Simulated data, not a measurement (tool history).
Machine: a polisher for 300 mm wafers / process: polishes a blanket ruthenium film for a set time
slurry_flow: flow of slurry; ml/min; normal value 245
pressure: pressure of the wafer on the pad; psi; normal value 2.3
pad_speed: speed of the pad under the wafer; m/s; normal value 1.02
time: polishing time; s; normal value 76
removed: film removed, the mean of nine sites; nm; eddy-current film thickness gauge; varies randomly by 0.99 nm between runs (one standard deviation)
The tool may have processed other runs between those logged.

| run | hour | slurry_flow | pressure | pad_speed | time | wafers since the last listed run | wafers polished on this pad | hours since the slurry nozzle was cleaned | hours since the head pressure was calibrated | incoming thickness of the incoming film, nm | removed |
|---|---|---|---|---|---|---|---|---|---|---|---|
| 1 | 0.0 | 310 | 2.3 | 1.02 | 88 | 0 | 543 | 279.1 | 213.4 | 284.5 | 138.0 |
| 2 | 68.6 | 310 | 2.3 | 1.02 | 88 | 579 | 1123 | 347.7 | 282.0 | 277.7 | 139.1 |
|  | 97.2 | worn pad replaced by a new one |
| 3 | 104.4 | 310 | 2.3 | 1.02 | 88 | 268 | 60 | 383.5 | 317.8 | 284.2 | 135.3 |
| 4 | 156.1 | 245 | 2.3 | 1.02 | 76 | 436 | 497 | 435.2 | 369.5 | 285.4 | 115.0 |
| 5 | 193.5 | 245 | 2.3 | 1.02 | 76 | 315 | 813 | 472.6 | 406.9 | 277.0 | 113.9 |
| 6 | 235.4 | 245 | 2.3 | 1.02 | 76 | 353 | 1167 | 514.5 | 448.8 | 279.2 | 112.6 |
|  | 273.7 | worn pad replaced by a new one |
| 7 | 286.5 | 245 | 2.3 | 1.02 | 76 | 397 | 107 | 565.6 | 499.9 | 278.8 | 112.9 |
| 8 | 344.4 | 245 | 2.3 | 1.02 | 76 | 489 | 596 | 623.5 | 557.8 | 280.2 | 110.5 |
| 9 | 399.4 | 245 | 2.3 | 1.02 | 76 | 464 | 1061 | 678.5 | 612.8 | 278.3 | 109.1 |
|  | 412.3 | worn pad replaced by a new one |
| 10 | 459.4 | 195 | 2.8 | 1.12 | 76 | 473 | 397 | 738.5 | 672.8 | 282.6 | 134.9 |
| 11 | 515.1 | 195 | 2.6 | 1.38 | 58 | 470 | 868 | 794.2 | 728.5 | 279.6 | 112.8 |
|  | 531.2 | slurry nozzle cleaned |
|  | 539.0 | head pressure recalibrated |
| 12 | 541.7 | 245 | 2.3 | 1.18 | 76 | 199 | 1067 | 10.5 | 2.7 | 281.9 | 130.6 |
|  | 567.1 | worn pad replaced by a new one |
| 13 | 605.7 | 310 | 2.1 | 1.02 | 76 | 506 | 326 | 74.5 | 66.7 | 281.9 | 108.3 |
| 14 | 668.0 | 215 | 2.0 | 1.02 | 76 | 526 | 852 | 136.8 | 129.0 | 281.1 | 100.4 |
| 15 | 712.1 | 245 | 2.0 | 0.66 | 92 | 372 | 1224 | 180.9 | 173.1 | 277.0 | 94.6 |
| 16 | 740.5 | 245 | 1.8 | 1.02 | 86 | 239 | 1464 | 209.3 | 201.5 | 274.6 | 103.2 |
|  | 746.2 | worn pad replaced by a new one |
| 17 | 804.4 | 245 | 2.3 | 1.02 | 76 | 505 | 491 | 273.2 | 265.4 | 278.4 | 115.7 |

3 options for the next run, each taken on its own from the tool as it stands now. Forecast them:
| A | 804.8 | 245 | 2.3 | 1.02 | 76 | 3 | 494 | 273.6 | 265.8 | 282.0 | ? |
| B | 804.8 | 245 | 3.0 | 1.02 | 59 | 3 | 494 | 273.6 | 265.8 | 282.0 | ? |
| C | 804.8 | 245 | 2.3 | 1.02 | 60 | 3 | 494 | 273.6 | 265.8 | 282.0 | ? |

| run | removed |
|---|---|
| A | 116.8 |
| B | 118.2 |
| C | 92.2 |
With no hidden state in the tool, these same runs would have given:
| run | removed |
|---|---|
| A | 118.5 |
| B | 120.0 |
| C | 93.6 |

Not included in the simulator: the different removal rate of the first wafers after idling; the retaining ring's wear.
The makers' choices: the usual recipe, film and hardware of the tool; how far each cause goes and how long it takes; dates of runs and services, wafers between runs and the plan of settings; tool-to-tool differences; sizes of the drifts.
